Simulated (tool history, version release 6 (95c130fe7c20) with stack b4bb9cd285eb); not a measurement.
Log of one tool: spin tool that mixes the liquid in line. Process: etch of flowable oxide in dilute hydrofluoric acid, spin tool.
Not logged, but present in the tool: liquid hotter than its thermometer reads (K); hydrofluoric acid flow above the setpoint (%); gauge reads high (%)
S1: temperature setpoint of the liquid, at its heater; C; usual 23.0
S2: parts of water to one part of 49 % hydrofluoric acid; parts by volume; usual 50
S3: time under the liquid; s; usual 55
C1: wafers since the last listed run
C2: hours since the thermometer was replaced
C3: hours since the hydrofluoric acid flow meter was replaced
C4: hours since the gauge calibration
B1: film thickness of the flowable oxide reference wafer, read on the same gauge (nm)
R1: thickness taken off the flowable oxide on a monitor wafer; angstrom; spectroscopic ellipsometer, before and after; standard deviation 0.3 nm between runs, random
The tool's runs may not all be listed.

run 1 hour=0.0 | S1=23.0 S2=50 S3=55 | C1=0 C2=562.4 C3=552.3 C4=1451.4 | B1=95.22 | R1=482.1
-- hour=16.0 thermometer replaced
run 2 hour=72.7 | S1=23.0 S2=50 S3=55 | C1=1283 C2=56.7 C3=625.0 C4=1524.1 | B1=95.31 | R1=481.2
run 3 hour=169.6 | S1=23.0 S2=50 S3=55 | C1=1734 C2=153.6 C3=721.9 C4=1621.0 | B1=95.40 | R1=480.4
run 4 hour=268.0 | S1=23.0 S2=50 S3=45 | C1=1760 C2=252.0 C3=820.3 C4=1719.4 | B1=95.47 | R1=391.5
run 5 hour=374.9 | S1=23.0 S2=50 S3=55 | C1=1913 C2=358.9 C3=927.2 C4=1826.3 | B1=95.59 | R1=482.8
-- hour=380.8 hydrofluoric acid flow meter replaced
run 6 hour=461.6 | S1=23.0 S2=50 S3=55 | C1=1533 C2=445.6 C3=80.8 C4=1913.0 | B1=95.66 | R1=480.2
run 7 hour=517.8 | S1=23.0 S2=50 S3=55 | C1=1005 C2=501.8 C3=137.0 C4=1969.2 | B1=95.69 | R1=481.7
-- hour=550.3 thermometer replaced
run 8 hour=586.3 | S1=23.0 S2=50 S3=55 | C1=1207 C2=36.0 C3=205.5 C4=2037.7 | B1=95.70 | R1=482.4
run 9 hour=657.5 | S1=23.0 S2=50 S3=55 | C1=1274 C2=107.2 C3=276.7 C4=2108.9 | B1=95.78 | R1=482.2
run 10 hour=715.8 | S1=23.0 S2=50 S3=55 | C1=1043 C2=165.5 C3=335.0 C4=2167.2 | B1=95.82 | R1=486.5
run 11 hour=813.1 | S1=20.5 S2=40 S3=55 | C1=1741 C2=262.8 C3=432.3 C4=2264.5 | B1=95.85 | R1=545.6
run 12 hour=881.3 | S1=20.5 S2=40 S3=55 | C1=1220 C2=331.0 C3=500.5 C4=2332.7 | B1=95.88 | R1=549.8
run 13 hour=919.0 | S1=23.0 S2=50 S3=55 | C1=674 C2=368.7 C3=538.2 C4=2370.4 | B1=95.91 | R1=489.7
run 14 hour=974.5 | S1=23.0 S2=50 S3=55 | C1=993 C2=424.2 C3=593.7 C4=2425.9 | B1=95.94 | R1=477.7
run 15 hour=1037.2 | S1=23.0 S2=50 S3=55 | C1=1122 C2=486.9 C3=656.4 C4=2488.6 | B1=95.92 | R1=486.5
-- hour=1087.4 thermometer replaced
run 16 hour=1110.3 | S1=20.5 S2=70 S3=55 | C1=1290 C2=22.9 C3=729.5 C4=2561.7 | B1=95.99 | R1=305.6
-- hour=1153.3 gauge calibrated
run 17 hour=1170.0 | S1=23.0 S2=40 S3=55 | C1=1068 C2=82.6 C3=789.2 C4=16.7 | B1=89.90 | R1=580.2
run 18 hour=1261.2 | S1=23.0 S2=50 S3=55 | C1=1632 C2=173.8 C3=880.4 C4=107.9 | B1=90.58 | R1=461.0
run 19 hour=1330.4 | S1=23.0 S2=50 S3=55 | C1=1238 C2=243.0 C3=949.6 C4=177.1 | B1=91.06 | R1=463.7
run 20 hour=1396.5 | S1=23.0 S2=70 S3=25 | C1=1182 C2=309.1 C3=1015.7 C4=243.2 | B1=91.45 | R1=146.7
-- hour=1400.3 hydrofluoric acid flow meter replaced
run 21 hour=1473.1 | S1=23.0 S2=50 S3=40 | C1=1352 C2=385.7 C3=72.8 C4=319.8 | B1=91.91 | R1=340.0
run 22 hour=1562.0 | S1=25.0 S2=70 S3=55 | C1=1590 C2=474.6 C3=161.7 C4=408.7 | B1=92.40 | R1=356.2
run 23 hour=1609.6 | S1=23.0 S2=50 S3=55 | C1=851 C2=522.2 C3=209.3 C4=456.3 | B1=92.60 | R1=472.7
-- hour=1611.5 thermometer replaced
run 24 hour=1700.7 | S1=23.0 S2=70 S3=80 | C1=1612 C2=89.2 C3=300.4 C4=547.4 | B1=92.99 | R1=477.0
run 25 hour=1856.1 | S1=20.0 S2=60 S3=55 | C1=2780 C2=244.6 C3=455.8 C4=702.8 | B1=93.60 | R1=343.0
run 26 hour=1902.4 | S1=23.0 S2=50 S3=55 | C1=828 C2=290.9 C3=502.1 C4=749.1 | B1=93.72 | R1=478.9
run 27 hour=2005.2 | S1=23.0 S2=30 S3=35 | C1=1839 C2=393.7 C3=604.9 C4=851.9 | B1=94.01 | R1=512.2
run 28 hour=2094.7 | S1=23.0 S2=70 S3=55 | C1=1601 C2=483.2 C3=694.4 C4=941.4 | B1=94.28 | R1=331.7
-- hour=2170.0 thermometer replaced
run 29 hour=2184.6 | S1=19.5 S2=30 S3=70 | C1=1590 C2=14.6 C3=784.3 C4=1031.3 | B1=94.48 | R1=897.6
run 30 hour=2277.7 | S1=23.0 S2=30 S3=85 | C1=1666 C2=107.7 C3=877.4 C4=1124.4 | B1=94.67 | R1=1271.8
run 31 hour=2326.4 | S1=19.5 S2=50 S3=20 | C1=871 C2=156.4 C3=926.1 C4=1173.1 | B1=94.78 | R1=152.3
-- hour=2340.7 hydrofluoric acid flow meter replaced
run 32 hour=2408.0 | S1=26.0 S2=50 S3=55 | C1=1442 C2=238.0 C3=67.3 C4=1254.7 | B1=94.91 | R1=544.3

Predict each of these 5 candidate next runs independently; none follows another, all start after run 32:
run A hour=2408.4 | S1=23.0 S2=50 S3=65 | C1=7 C2=238.4 C3=67.7 C4=1255.1 | B1=? | R1=?
run B hour=2408.4 | S1=24.5 S2=30 S3=90 | C1=7 C2=238.4 C3=67.7 C4=1255.1 | B1=? | R1=?
run C hour=2408.4 | S1=23.0 S2=30 S3=80 | C1=7 C2=238.4 C3=67.7 C4=1255.1 | B1=? | R1=?
run D hour=2408.4 | S1=23.0 S2=50 S3=75 | C1=7 C2=238.4 C3=67.7 C4=1255.1 | B1=? | R1=?
run E hour=2408.4 | S1=20.0 S2=70 S3=25 | C1=7 C2=238.4 C3=67.7 C4=1255.1 | B1=? | R1=?

run=A B1=94.90 R1=564.3
run=B B1=94.90 R1=1423.5
run=C B1=94.90 R1=1188.2
run=D B1=94.90 R1=651.2
run=E B1=94.90 R1=133.5
Without the tool's hidden state the same runs would have given:
run=A R1=535.2
run=B R1=1349.9
run=C R1=1126.8
run=D R1=617.5
run=E R1=126.6
